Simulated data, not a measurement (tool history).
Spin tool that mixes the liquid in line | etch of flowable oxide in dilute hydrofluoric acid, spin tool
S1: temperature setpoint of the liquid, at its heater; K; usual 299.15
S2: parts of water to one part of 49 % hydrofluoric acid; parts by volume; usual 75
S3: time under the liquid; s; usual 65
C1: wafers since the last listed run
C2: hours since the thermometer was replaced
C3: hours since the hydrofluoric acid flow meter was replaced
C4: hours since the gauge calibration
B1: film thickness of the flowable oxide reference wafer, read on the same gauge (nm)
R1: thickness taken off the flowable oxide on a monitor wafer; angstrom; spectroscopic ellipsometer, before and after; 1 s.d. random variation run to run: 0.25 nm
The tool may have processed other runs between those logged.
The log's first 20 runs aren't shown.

run	hour	S1	S2	S3	C1	C2	C3	C4	B1	R1
21	1804.5	299.15	40	65	760	501.5	252.9	1189.1	30.01	825.7
22	1852.2	295.15	105	65	436	549.2	300.6	1236.8	29.98	247.6
23	1945.6	299.15	65	30	855	642.6	394	1330.2	30	225.9
24	2028.7	299.15	75	65	761	725.7	477.1	1413.3	29.99	414.6
25	2111.9	299.15	75	65	762	808.9	560.3	1496.5	29.97	413.8
26	2199.4	295.65	55	40	801	896.4	647.8	1584	30.01	305.9
27	2236.9	300.65	90	65	343	933.9	685.3	1621.5	29.99	349.8
28	2285	299.15	100	65	440	982	733.4	1669.6	30.01	292.3
# hour 2340.9: hydrofluoric acid flow meter replaced
29	2518	299.15	65	75	2125	1215	177.1	1902.6	29.98	569.2
30	2562.5	299.15	75	65	407	1259.5	221.6	1947.1	30.03	421.8
31	2665.9	302.15	115	40	947	1362.9	325	2050.5	30.01	178.4
32	2751.2	301.65	95	75	781	1448.2	410.3	2135.8	30	411.6
33	2858.5	303.65	90	65	982	1555.5	517.6	2243.1	29.99	402.1

4 ways to go on from here, each from the tool as it stands after run 33. What would each give?
A	2858.9	299.15	60	65	3	1555.9	518	2243.5	?	?
B	2858.9	299.15	75	40	3	1555.9	518	2243.5	?	?
C	2858.9	299.15	85	100	3	1555.9	518	2243.5	?	?
D	2858.9	299.15	90	65	3	1555.9	518	2243.5	?	?

run	B1	R1
A	30	525.8
B	30	253.5
C	30	551.6
D	30	336.3
Had the tool no hidden state, the same runs would have come out as:
run	R1
A	542.4
B	261.6
C	569.5
D	347.3
